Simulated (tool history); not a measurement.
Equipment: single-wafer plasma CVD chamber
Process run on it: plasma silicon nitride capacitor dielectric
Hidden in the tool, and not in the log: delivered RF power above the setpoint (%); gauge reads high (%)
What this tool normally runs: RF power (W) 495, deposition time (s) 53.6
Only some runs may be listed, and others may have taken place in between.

run	hour	RF power (W)	deposition time (s)	wafers since the last listed run	hours since the last RF generator calibration	hours since the showerhead was replaced	hours since the gauge calibration	read-back reference wafer on the same gauge, thickness_nm	mean film thickness on the monitor wafer (Å)
1	0.0	495	50.6	0	1032.4	5423.6	117.3	68.910	676.31
2	71.9	495	53.6	1372	1104.3	5495.5	189.2	68.922	717.28
3	213.4	495	57.4	2701	1245.8	5637.0	330.7	68.923	767.71
4	266.1	495	57.4	1006	1298.5	5689.7	383.4	68.922	769.13
5	298.4	495	57.4	616	1330.8	5722.0	415.7	68.884	763.49
6	354.3	495	53.6	1067	1386.7	5777.9	471.6	68.840	713.99
7	420.3	495	53.6	1260	1452.7	5843.9	537.6	68.882	712.78
8	477.5	495	53.6	1092	1509.9	5901.1	594.8	68.933	717.88
9	512.1	495	53.6	660	1544.5	5935.7	629.4	68.896	713.32
10	541.1	495	53.6	553	1573.5	5964.7	658.4	68.814	713.27
11	573.9	495	53.6	626	1606.3	5997.5	691.2	68.814	715.07
12	619.1	495	53.6	862	1651.5	6042.7	736.4	68.890	714.28
# hour 656.9: showerhead replaced
# hour 674.0: RF generator calibrated
13	674.5	495	53.6	752	0.5	17.6	791.8	68.903	731.07
14	733.7	530	53.6	1130	59.7	76.8	851.0	68.816	743.52
15	779.9	555	62.7	882	105.9	123.0	897.2	68.872	879.96
16	832.6	495	56.7	1006	158.6	175.7	949.9	68.928	768.35
17	875.9	495	53.6	826	201.9	219.0	993.2	68.858	722.50
18	931.6	440	53.6	1063	257.6	274.7	1048.9	68.878	701.64
19	1132.7	495	56.7	3839	458.7	475.8	1250.0	68.907	766.37
20	1157.3	495	53.6	469	483.3	500.4	1274.6	68.900	723.00
21	1205.5	550	53.6	920	531.5	548.6	1322.8	68.856	742.65
# hour 1217.5: gauge calibrated
22	1274.9	430	47.2	1325	600.9	618.0	57.4	68.935	612.54
23	1327.1	450	50.7	996	653.1	670.2	109.6	68.863	662.81
24	1372.1	460	59.2	859	698.1	715.2	154.6	68.842	777.43
25	1428.7	455	59.2	1080	754.7	771.8	211.2	68.894	773.78
26	1465.3	435	60.6	698	791.3	808.4	247.8	68.877	784.39
27	1524.5	550	46.7	1130	850.5	867.6	307.0	68.884	643.11

Predict each of these 4 candidate next runs independently; none follows another, all start after run 27:
A	1524.9	495	61.5	7	850.9	868.0	307.4	?	?
B	1524.9	400	53.6	7	850.9	868.0	307.4	?	?
C	1524.9	435	57.5	7	850.9	868.0	307.4	?	?
D	1524.9	550	45.3	7	850.9	868.0	307.4	?	?

run	read-back reference wafer on the same gauge, thickness_nm	mean film thickness on the monitor wafer (Å)
A	68.937	821.93
B	68.937	675.97
C	68.937	741.81
D	68.937	623.29
Take away the tool's hidden state, keep each run's random variation, and the runs would have read:
run	mean film thickness on the monitor wafer (Å)
A	837.85
B	689.06
C	756.17
D	635.37
